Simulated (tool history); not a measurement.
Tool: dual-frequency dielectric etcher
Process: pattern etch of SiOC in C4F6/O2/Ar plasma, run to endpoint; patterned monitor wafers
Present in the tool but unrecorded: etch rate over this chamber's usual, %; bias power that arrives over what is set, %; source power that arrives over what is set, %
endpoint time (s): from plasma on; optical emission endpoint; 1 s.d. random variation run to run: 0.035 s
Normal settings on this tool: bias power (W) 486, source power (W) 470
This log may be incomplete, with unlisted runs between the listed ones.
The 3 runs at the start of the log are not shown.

run,day,bias power (W),source power (W),wafers since the last listed run,hours since the last wet clean,hours since the last bias power generator calibration,hours since the last source power generator calibration,hours since the last upper electrode change,"incoming incoming film thickness, nm",endpoint time (s)
4,3.304,486,470,907,204,2407.6,1557.3,3290,34.41,10.8
5,3.721,486,470,184,214,2417.6,1567.3,3300,33.59,10.5
6,4.258,486,470,237,226.9,2430.5,1580.2,3312.9,34.18,10.8
7,4.783,486,470,231,239.5,2443.1,1592.8,3325.5,34.35,10.8
8,5.258,486,420,209,250.9,2454.5,1604.2,3336.9,34.62,11.4
9,5.733,486,470,209,262.3,2465.9,1615.6,3348.3,34.23,10.8
10,6.462,563,470,322,279.8,2483.4,1633.1,3365.8,34.24,10.2
11,6.971,486,470,224,292,2495.6,1645.3,3378,33.95,10.8
12,7.467,486,470,219,303.9,2507.5,1657.2,3389.9,33.82,10.8
13,7.988,486,470,230,316.4,2520,1669.7,3402.4,34.1,10.9
14,8.5,486,470,226,328.7,2532.3,1682,3414.7,34.46,11
# day 9.883: wet clean of the chamber
# day 10.429: upper electrode replaced
15,10.45,486,470,178,13.6,2579.1,1728.8,0.5,34.26,11.2
16,10.467,486,470,7,14,2579.5,1729.2,0.9,34.16,11.1
17,10.479,486,470,5,14.3,2579.8,1729.5,1.2,34.6,11.3
18,10.9,518,500,185,24.4,2589.9,1739.6,11.3,34.21,10.6
19,11.621,543,470,318,41.7,2607.2,1756.9,28.6,34.58,10.8
20,12.925,566,350,576,73,2638.5,1788.2,59.9,33.89,11.4
21,13.288,486,470,160,81.7,2647.2,1796.9,68.6,34.02,11.3
# day 13.712: source power generator calibrated
# day 14.642: wet clean of the chamber, repeated, since the last time left the tool worse
22,14.662,595,560,121,0.5,2680.2,22.8,101.6,34.09,9.1
23,14.679,402,560,7,0.9,2680.6,23.2,102,34.43,11

The next listed run, before its measurement:
24,14.933,486,470,112,7,2686.7,29.3,108.1,34.29,?

{"run 24": {"endpoint time (s)": 10.6}}
The same run, on a tool lacking any hidden state, would have yielded endpoint time (s) 10.6.
